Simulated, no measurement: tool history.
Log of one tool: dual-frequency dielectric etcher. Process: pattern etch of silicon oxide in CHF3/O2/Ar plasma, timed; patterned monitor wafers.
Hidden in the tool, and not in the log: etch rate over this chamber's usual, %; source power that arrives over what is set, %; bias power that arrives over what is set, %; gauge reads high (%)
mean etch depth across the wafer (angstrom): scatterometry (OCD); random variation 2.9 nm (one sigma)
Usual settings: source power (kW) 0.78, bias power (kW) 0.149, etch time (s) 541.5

run   hour  source power (kW)  bias power (kW)  etch time (s)  wafers since the last listed run  hours since the last wet clean  hours since the last source power generator calibration  hours since the last bias power generator calibration  hours since the last upper electrode change  hours since the gauge calibration  read-back reference wafer on the same gauge, depth_nm  mean etch depth across the wafer (angstrom)
  1      0               0.78            0.149          541.5                                 0                           324.3                                                   1326.9                                                 3510.8                                         2885                              163.8                                                    960                                        10568
  2   14.8               0.78            0.149          541.5                                67                           339.1                                                   1341.7                                                 3525.6                                       2899.8                              178.6                                                  959.9                                        10557
  3   23.1               0.78            0.149          541.5                                37                           347.4                                                     1350                                                 3533.9                                       2908.1                              186.9                                                  959.7                                        10484
  4   30.2               0.78            0.132          541.5                                32                           354.5                                                   1357.1                                                   3541                                       2915.2                                194                                                  959.8                                        10107
  5   43.8               0.78            0.149          541.5                                61                           368.1                                                   1370.7                                                 3554.6                                       2928.8                              207.6                                                    960                                        10510
        79  -- wet clean of the chamber
  6   79.5               0.93            0.149          541.5                                53                             0.5                                                   1406.4                                                 3590.3                                       2964.5                              243.3                                                  959.8                                        10782
     103.2  -- source power generator calibrated
     105.1  -- gauge calibrated
     106.4  -- upper electrode replaced
     130.6  -- wet clean of the chamber, repeated, since the last time left the tool worse
  7  131.1               0.93            0.149          541.5                                92                             0.5                                                     27.9                                                 3641.9                                         24.7                                 26                                                  959.9                                        11531
  8  131.5               0.78            0.149          541.5                                 1                             0.9                                                     28.3                                                 3642.3                                         25.1                               26.4                                                  959.9                                        10826
  9    132               0.78            0.149          541.5                                 2                             1.4                                                     28.8                                                 3642.8                                         25.6                               26.9                                                    960                                        10906
 10  142.4               0.59            0.136          585.5                                47                            11.8                                                     39.2                                                 3653.2                                           36                               37.3                                                  959.8                                        10398
 11  150.5               0.97            0.149          585.5                                36                            19.9                                                     47.3                                                 3661.3                                         44.1                               45.4                                                  960.2                                        12587
     160.1  -- bias power generator calibrated
 12  160.6               0.78            0.149          541.5                                27                              30                                                     57.4                                                    0.5                                         54.2                               55.5                                                  959.9                                        10791
 13  166.7               0.93            0.164          541.5                                27                            36.1                                                     63.5                                                    6.6                                         60.3                               61.6                                                    960                                        11888
 14  184.4               0.85            0.129            462                                80                            53.8                                                     81.2                                                   24.3                                           78                               79.3                                                  959.6                                         9083
 15  193.4               0.78            0.149          426.5                                41                            62.8                                                     90.2                                                   33.3                                           87                               88.3                                                  959.8                                         8479
 16  209.1               0.78            0.149          541.5                                71                            78.5                                                    105.9                                                     49                                        102.7                                104                                                  960.2                                        10723

Forecast each of these 5 alternatives for the next run:
  A  209.7               0.78            0.149          541.5                                 2                            79.1                                                    106.5                                                   49.6                                        103.3                              104.6                                                      ?                                            ?
  B  209.7               0.78            0.121          541.5                                 2                            79.1                                                    106.5                                                   49.6                                        103.3                              104.6                                                      ?                                            ?
  C  209.7               0.62            0.137          541.5                                 2                            79.1                                                    106.5                                                   49.6                                        103.3                              104.6                                                      ?                                            ?
  D  209.7               0.59            0.133          624.5                                 2                            79.1                                                    106.5                                                   49.6                                        103.3                              104.6                                                      ?                                            ?
  E  209.7               0.96            0.149          683.5                                 2                            79.1                                                    106.5                                                   49.6                                        103.3                              104.6                                                      ?                                            ?

run  read-back reference wafer on the same gauge, depth_nm  mean etch depth across the wafer (angstrom)
  A                                                  960.7                                        10763
  B                                                  960.7                                        10071
  C                                                  960.7                                         9738
  D                                                  960.7                                        10954
  E                                                  960.7                                        14547
Without the tool's hidden state the same runs would have given:
run  mean etch depth across the wafer (angstrom)
  A                                        10878
  B                                        10178
  C                                         9842
  D                                        11070
  E                                        14702
